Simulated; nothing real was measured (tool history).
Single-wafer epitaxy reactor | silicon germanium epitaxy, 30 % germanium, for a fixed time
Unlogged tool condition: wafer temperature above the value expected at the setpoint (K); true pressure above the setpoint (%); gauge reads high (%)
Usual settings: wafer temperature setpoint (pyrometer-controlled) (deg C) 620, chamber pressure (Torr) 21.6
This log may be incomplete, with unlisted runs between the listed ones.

run	hour	wafer temperature setpoint (pyrometer-controlled) (deg C)	chamber pressure (Torr)	wafers since the last listed run	hours since the last pyrometer calibration	hours since the last manometer calibration	hours since the showerhead was replaced	hours since the gauge calibration	read-back reference wafer on the same gauge, thickness_nm	mean film thickness on the monitor wafer (Å)
1	0.0	620	21.6	0	2478.7	2742.4	3134.8	186.7	78.402	960.91
2	7.2	620	21.6	115	2485.9	2749.6	3142.0	193.9	78.422	955.94
3	20.4	620	21.6	211	2499.1	2762.8	3155.2	207.1	78.314	961.37
4	35.9	620	21.6	248	2514.6	2778.3	3170.7	222.6	78.341	954.91
5	46.1	620	21.6	163	2524.8	2788.5	3180.9	232.8	78.583	964.93
6	55.5	630	21.6	150	2534.2	2797.9	3190.3	242.2	78.422	1118.03
# hour 70.8: showerhead replaced
7	71.3	630	21.6	125	2550.0	2813.7	0.5	258.0	78.490	1115.45
8	78.8	620	21.6	120	2557.5	2821.2	8.0	265.5	78.510	958.73
9	96.4	620	21.6	282	2575.1	2838.8	25.6	283.1	78.370	961.89
10	109.6	628	17.4	211	2588.3	2852.0	38.8	296.3	78.495	947.81
# hour 132.3: capacitance manometer re-zeroed and calibrated
# hour 137.2: pyrometer calibrated
11	137.7	628	17.4	244	0.5	5.4	66.9	324.4	78.395	845.18
# hour 140.8: gauge calibrated
12	142.1	613	21.6	70	4.9	9.8	71.3	1.3	78.402	777.05
13	155.1	620	21.6	208	17.9	22.8	84.3	14.3	78.303	868.09
14	166.2	613	21.6	178	29.0	33.9	95.4	25.4	78.457	773.74
15	182.3	620	21.6	258	45.1	50.0	111.5	41.5	78.401	860.52
16	190.5	610	17.6	131	53.3	58.2	119.7	49.7	78.487	652.18
17	197.4	620	21.6	110	60.2	65.1	126.6	56.6	78.490	868.27
18	211.2	620	24.9	221	74.0	78.9	140.4	70.4	78.324	947.04
19	226.2	632	21.6	240	89.0	93.9	155.4	85.4	78.397	1040.12
20	237.7	620	19.4	184	100.5	105.4	166.9	96.9	78.338	813.91
21	250.6	620	21.6	207	113.4	118.3	179.8	109.8	78.417	867.67
22	265.6	613	19.5	240	128.4	133.3	194.8	124.8	78.365	731.56
23	272.2	615	16.4	105	135.0	139.9	201.4	131.4	78.463	671.54
24	286.2	620	17.7	224	149.0	153.9	215.4	145.4	78.395	770.49
25	293.8	613	24.9	121	156.6	161.5	223.0	153.0	78.416	853.37
26	303.2	613	17.6	150	166.0	170.9	232.4	162.4	78.440	683.48
27	315.7	609	18.5	200	178.5	183.4	244.9	174.9	78.412	672.31
28	326.4	620	21.6	171	189.2	194.1	255.6	185.6	78.429	874.23
29	339.5	615	16.4	210	202.3	207.2	268.7	198.7	78.340	679.54
30	357.0	613	23.6	280	219.8	224.7	286.2	216.2	78.445	828.06
31	363.8	609	16.6	109	226.6	231.5	293.0	223.0	78.376	617.95
32	379.4	613	17.6	250	242.2	247.1	308.6	238.6	78.320	694.67
33	389.4	620	16.9	160	252.2	257.1	318.6	248.6	78.367	751.99
34	401.7	625	21.6	197	264.5	269.4	330.9	260.9	78.486	955.63
35	411.3	631	16.7	154	274.1	279.0	340.5	270.5	78.374	880.27

Alternative continuations, all from the tool just after run 35; predict every row:
A	411.7	620	21.6	6	274.5	279.4	340.9	270.9	?	?
B	411.7	607	18.0	6	274.5	279.4	340.9	270.9	?	?
C	411.7	620	17.0	6	274.5	279.4	340.9	270.9	?	?
D	411.7	624	17.0	6	274.5	279.4	340.9	270.9	?	?

run	read-back reference wafer on the same gauge, thickness_nm	mean film thickness on the monitor wafer (Å)
A	78.517	876.29
B	78.517	637.08
C	78.517	749.13
D	78.517	796.27
With the hidden condition removed and each run's random variation left untouched, the same runs would have given:
run	mean film thickness on the monitor wafer (Å)
A	856.29
B	622.17
C	732.03
D	778.23
